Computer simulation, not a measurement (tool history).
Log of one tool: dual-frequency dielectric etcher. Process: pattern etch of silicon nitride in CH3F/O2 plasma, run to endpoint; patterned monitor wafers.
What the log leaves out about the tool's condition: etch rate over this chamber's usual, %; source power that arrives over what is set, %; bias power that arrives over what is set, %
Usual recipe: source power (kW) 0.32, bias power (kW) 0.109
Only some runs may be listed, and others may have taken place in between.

run,hour,source power (kW),bias power (kW),wafers since the last listed run,hours since the last wet clean,hours since the last source power generator calibration,hours since the last bias power generator calibration,hours since the last upper electrode change,"incoming incoming film thickness, nm",endpoint time (s)
1,0,0.32,0.109,0,92.1,4274.8,1578.5,2013.1,84.2,90.6
2,16,0.32,0.109,122,108.1,4290.8,1594.5,2029.1,83.5,90.2
3,47.3,0.32,0.109,240,139.4,4322.1,1625.8,2060.4,83.3,89.6
4,62,0.32,0.109,112,154.1,4336.8,1640.5,2075.1,84.1,91
5,80.1,0.32,0.109,138,172.2,4354.9,1658.6,2093.2,82.9,89.8
6,115.5,0.3,0.109,271,207.6,4390.3,1694,2128.6,83.4,94.5
7,127.7,0.3,0.109,93,219.8,4402.5,1706.2,2140.8,84.6,95.8
8,155.7,0.3,0.109,214,247.8,4430.5,1734.2,2168.8,83.7,94.3
9,178.3,0.32,0.109,173,270.4,4453.1,1756.8,2191.4,83.1,90
10,259.2,0.27,0.109,620,351.3,4534,1837.7,2272.3,82.7,100.7
11,283.8,0.27,0.109,188,375.9,4558.6,1862.3,2296.9,83.8,101.8
12,310.9,0.32,0.089,207,403,4585.7,1889.4,2324,83.7,101.2
# hour 341.7: bias power generator calibrated
# hour 357.2: wet clean of the chamber
13,357.7,0.32,0.089,209,0.5,4632.5,16,2370.8,83.3,97.4
14,358.1,0.32,0.109,3,0.9,4632.9,16.4,2371.2,84.6,90.5
15,390.4,0.32,0.125,247,33.2,4665.2,48.7,2403.5,83.5,85
# hour 406: source power generator calibrated
16,423.4,0.27,0.092,222,66.2,17.4,81.7,2436.5,83.4,107.9
17,448.7,0.38,0.089,194,91.5,42.7,107,2461.8,84.6,91.5
18,470.4,0.32,0.096,166,113.2,64.4,128.7,2483.5,82.9,95.4
# hour 508: upper electrode replaced
19,508.5,0.32,0.109,108,151.3,102.5,166.8,0.5,83.6,90.4
20,570.7,0.28,0.087,477,213.5,164.7,229,62.7,83.3,108
21,606.6,0.39,0.125,275,249.4,200.6,264.9,98.6,84.1,77.5
22,630.8,0.35,0.092,185,273.6,224.8,289.1,122.8,83.7,93.9
23,656.1,0.37,0.128,194,298.9,250.1,314.4,148.1,83.3,78.7
24,672.1,0.32,0.118,122,314.9,266.1,330.4,164.1,82.6,87.4
25,693.5,0.28,0.109,164,336.3,287.5,351.8,185.5,83,98.6
26,723.3,0.28,0.118,228,366.1,317.3,381.6,215.3,83,95.5
27,735.6,0.38,0.093,94,378.4,329.6,393.9,227.6,83.6,89.7
28,769,0.32,0.109,256,411.8,363,427.3,261,83.7,92.3
29,804.2,0.34,0.131,269,447,398.2,462.5,296.2,83.9,82.2
30,833.8,0.32,0.109,227,476.6,427.8,492.1,325.8,83.2,91.8
31,859.6,0.32,0.109,197,502.4,453.6,517.9,351.6,84,92.7
# hour 895.5: wet clean of the chamber
32,896,0.32,0.133,95,0.5,490,554.3,388,83.1,80.9
33,917,0.32,0.125,161,21.5,511,575.3,409,83.8,84.7
34,964.3,0.26,0.123,362,68.8,558.3,622.6,456.3,83,95.8
35,992,0.3,0.109,212,96.5,586,650.3,484,84,94.3
36,1021.9,0.4,0.119,229,126.4,615.9,680.2,513.9,83.4,76.8

Some steps in endpoint time (s), run to run, broken into two amounts with sign: the step expected even without the hidden condition (settings, incoming material, random variation), and the rest, left for the hidden condition together with whatever gauge scatter is not in both the measured and the hidden-condition-free result:
Run 9 -> 10: source power (kW) 0.32 -> 0.27. endpoint time (s) +10.7: hidden state +0.8, all else +9.9.
Run 12 -> 13: bias power generator calibrated, wet clean of the chamber. endpoint time (s) -3.8: hidden state -2.8, all else -1.
Run 15 -> 16: source power (kW) 0.32 -> 0.27, bias power (kW) 0.125 -> 0.092, source power generator calibrated. endpoint time (s) +22.9: hidden state +0.2, all else +22.7.
Run 19 -> 20: source power (kW) 0.32 -> 0.28, bias power (kW) 0.109 -> 0.087. endpoint time (s) +17.6: hidden state +0.6, all else +17.
Run 20 -> 21: source power (kW) 0.28 -> 0.39, bias power (kW) 0.087 -> 0.125. endpoint time (s) -30.5: hidden state -0.1, all else -30.4.
Run 31 -> 32: bias power (kW) 0.109 -> 0.133, wet clean of the chamber. endpoint time (s) -11.8: hidden state -3, all else -8.8.

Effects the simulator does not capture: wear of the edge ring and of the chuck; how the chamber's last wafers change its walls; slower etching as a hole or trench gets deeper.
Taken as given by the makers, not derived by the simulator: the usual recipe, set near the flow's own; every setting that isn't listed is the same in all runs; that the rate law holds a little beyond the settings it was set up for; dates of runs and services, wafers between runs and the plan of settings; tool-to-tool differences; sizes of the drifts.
